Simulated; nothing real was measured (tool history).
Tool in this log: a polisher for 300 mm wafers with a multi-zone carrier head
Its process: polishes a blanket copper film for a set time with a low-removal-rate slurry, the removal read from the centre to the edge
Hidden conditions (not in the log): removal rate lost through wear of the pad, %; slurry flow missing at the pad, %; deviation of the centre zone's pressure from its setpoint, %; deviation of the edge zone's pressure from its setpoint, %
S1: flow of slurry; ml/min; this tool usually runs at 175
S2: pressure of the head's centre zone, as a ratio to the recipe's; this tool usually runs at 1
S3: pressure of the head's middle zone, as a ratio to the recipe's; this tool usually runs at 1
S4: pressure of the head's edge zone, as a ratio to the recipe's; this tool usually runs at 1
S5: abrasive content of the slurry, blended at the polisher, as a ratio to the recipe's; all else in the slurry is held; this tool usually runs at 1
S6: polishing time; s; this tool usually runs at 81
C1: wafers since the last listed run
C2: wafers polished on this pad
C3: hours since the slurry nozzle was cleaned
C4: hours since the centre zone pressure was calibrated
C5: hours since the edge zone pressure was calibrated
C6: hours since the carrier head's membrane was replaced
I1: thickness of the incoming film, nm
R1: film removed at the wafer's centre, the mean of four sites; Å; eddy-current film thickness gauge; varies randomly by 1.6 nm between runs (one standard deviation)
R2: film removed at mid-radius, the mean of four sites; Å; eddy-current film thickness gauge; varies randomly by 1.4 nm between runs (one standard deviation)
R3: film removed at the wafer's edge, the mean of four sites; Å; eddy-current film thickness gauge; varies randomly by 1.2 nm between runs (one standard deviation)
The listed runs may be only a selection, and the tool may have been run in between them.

run   hour   S1    S2    S3    S4    S5  S6   C1   C2     C3      C4      C5     C6      I1    R1    R2    R3
  1      0  175     1     1     1     1  81    0  516  237.1  1133.5  1441.9  833.1  1444.9  1390  1409  1417
       9.7  -- carrier head's membrane replaced by a new one
  2     12  175     1     1     1     1  81   71  588  249.1  1145.5  1453.9    2.3  1453.2  1397  1370  1437
      30.5  -- worn pad replaced by a new one
  3     31  175     1     1     1     1  81  153    5  268.1  1164.5  1472.9   21.3  1448.2  1423  1396  1435
      37.3  -- slurry nozzle cleaned
  4   41.5  175     1     1     1     1  81   97  102    4.2    1175  1483.4   31.8  1423.7  1440  1399  1393
  5     49  175     1     1     1     1  81   76  179   11.7  1182.5  1490.9   39.3  1432.2  1422  1440  1409
  6   65.9  175     1     1  1.05     1  81  173  352   28.6  1199.4  1507.8   56.2  1448.9  1398  1409  1447
      74.8  -- edge zone pressure recalibrated
  7   82.7  175     1     1  1.05     1  81  151  504   45.4  1216.2     7.9     73    1438  1412  1409  1456
  8   89.4  175     1     1     1     1  71   68  573   52.1  1222.9    14.6   79.7  1411.7  1246  1218  1242
  9   99.3  175     1     1     1   0.9  81  101  675     62  1232.8    24.5   89.6  1407.4  1373  1363  1380
 10  106.1  175     1  1.08  0.92  1.15  81   69  744   68.8  1239.6    31.3   96.4  1437.2  1457  1550  1427
     114.2  -- worn pad replaced by a new one
 11  121.1  150     1     1     1  1.15  81  112   70   83.8  1254.6    46.3  111.4  1425.2  1444  1410  1440
 12  133.2  175     1     1     1     1  81  124  194   95.9  1266.7    58.4  123.5    1420  1405  1384  1412
 13  145.2  130  1.08     1     1     1  81  123  317  107.9  1278.7    70.4  135.5  1427.4  1421  1352  1391
 14  153.4  175  0.92     1     1     1  81   84  402  116.1  1286.9    78.6  143.7  1428.1  1357  1398  1419
     161.3  -- centre zone pressure recalibrated
 15  171.3  175     1     1     1     1  81  163  565    134      10    96.5  161.6  1454.1  1429  1414  1425
     184.6  -- worn pad replaced by a new one
 16  185.5  175     1     1     1     1  81  104    9  148.2    24.2   110.7  175.8  1441.9  1442  1415  1401
 17  195.1  175     1     1  1.06  1.25  81   98  107  157.8    33.8   120.3  185.4  1441.9  1467  1485  1519
 18  205.4  175     1  1.12     1   0.9  81  105  213  168.1    44.1   130.6  195.7  1408.7  1388  1508  1391
 19  213.3  175     1     1     1     1  81   81  294    176      52   138.5  203.6  1408.2  1452  1421  1411
 20  226.7  175  0.88     1   1.1     1  81  137  431  189.4    65.4   151.9    217  1421.8  1282  1388  1483
 21  243.8  145     1     1     1   0.9  81  175  607  206.5    82.5     169  234.1  1439.8  1366  1340  1362

For each run, what was the tool's unlogged condition?
removal rate lost through wear of the pad, %: 0 across all the runs
slurry flow missing at the pad, %: 0 across all the runs
deviation of the centre zone's pressure from its setpoint, %: 0 across all the runs
deviation of the edge zone's pressure from its setpoint, %: 0 across all the runs

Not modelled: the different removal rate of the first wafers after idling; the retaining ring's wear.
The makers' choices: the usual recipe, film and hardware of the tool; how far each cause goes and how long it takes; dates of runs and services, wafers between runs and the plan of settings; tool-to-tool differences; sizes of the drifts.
